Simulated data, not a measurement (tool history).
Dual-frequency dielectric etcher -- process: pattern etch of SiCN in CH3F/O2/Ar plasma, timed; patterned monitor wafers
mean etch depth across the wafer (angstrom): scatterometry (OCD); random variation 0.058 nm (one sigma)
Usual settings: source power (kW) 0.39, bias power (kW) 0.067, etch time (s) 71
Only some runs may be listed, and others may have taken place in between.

run,hour,source power (kW),bias power (kW),etch time (s),"read-back reference wafer on the same gauge, depth_nm",mean etch depth across the wafer (angstrom)
1,0,0.39,0.077,71,27.5,282.7
2,62.1,0.39,0.067,79,27.49,293.4
# hour 161.8: wet clean of the chamber
3,194,0.39,0.067,79,27.49,305.6
4,238,0.39,0.067,71,27.51,273.4
5,287.8,0.39,0.067,71,27.5,273.3
# hour 357.4: source power generator calibrated
6,375.9,0.39,0.06,71,27.5,258.6
7,416,0.39,0.06,71,27.5,256.7
8,470.4,0.39,0.06,71,27.49,256.4
9,501,0.39,0.067,71,27.49,271.2
10,538.7,0.39,0.067,71,27.49,271.7
# hour 567.2: wet clean of the chamber, repeated, since the last time left the tool worse
11,580.5,0.39,0.067,71,27.51,264.8
# hour 624: upper electrode replaced
12,624.8,0.39,0.067,71,27.51,265.7
13,652.4,0.39,0.067,71,27.51,264.6
14,697.2,0.39,0.067,71,27.5,264.3
# hour 710.3: bias power generator calibrated
# hour 760.1: gauge calibrated
15,768.5,0.39,0.067,71,27.49,263.6
16,832.5,0.44,0.067,65.5,27.5,250.9
17,877,0.39,0.057,71,27.51,240.7
18,917.4,0.33,0.083,71,27.5,276.5
# hour 1001.4: wet clean of the chamber
19,1001.9,0.39,0.067,71,27.51,267.2
20,1051.4,0.3,0.067,55.5,27.51,192.7
21,1108.4,0.47,0.067,71,27.51,280.7
22,1146.2,0.39,0.067,71,27.49,265.1
23,1181.4,0.39,0.056,85,27.51,288.3
24,1229.6,0.44,0.062,71,27.51,262.5
25,1274,0.31,0.075,55,27.51,201.8

Run 26 is up next; what results do you expect?
26,1304.1,0.39,0.081,53.5,?,?

{"run 26": {"read-back reference wafer on the same gauge, depth_nm": 27.5, "mean etch depth across the wafer (angstrom)": 218.1}}
Minus the tool's unlogged condition, the same run would have read mean etch depth across the wafer (angstrom) 220.7.

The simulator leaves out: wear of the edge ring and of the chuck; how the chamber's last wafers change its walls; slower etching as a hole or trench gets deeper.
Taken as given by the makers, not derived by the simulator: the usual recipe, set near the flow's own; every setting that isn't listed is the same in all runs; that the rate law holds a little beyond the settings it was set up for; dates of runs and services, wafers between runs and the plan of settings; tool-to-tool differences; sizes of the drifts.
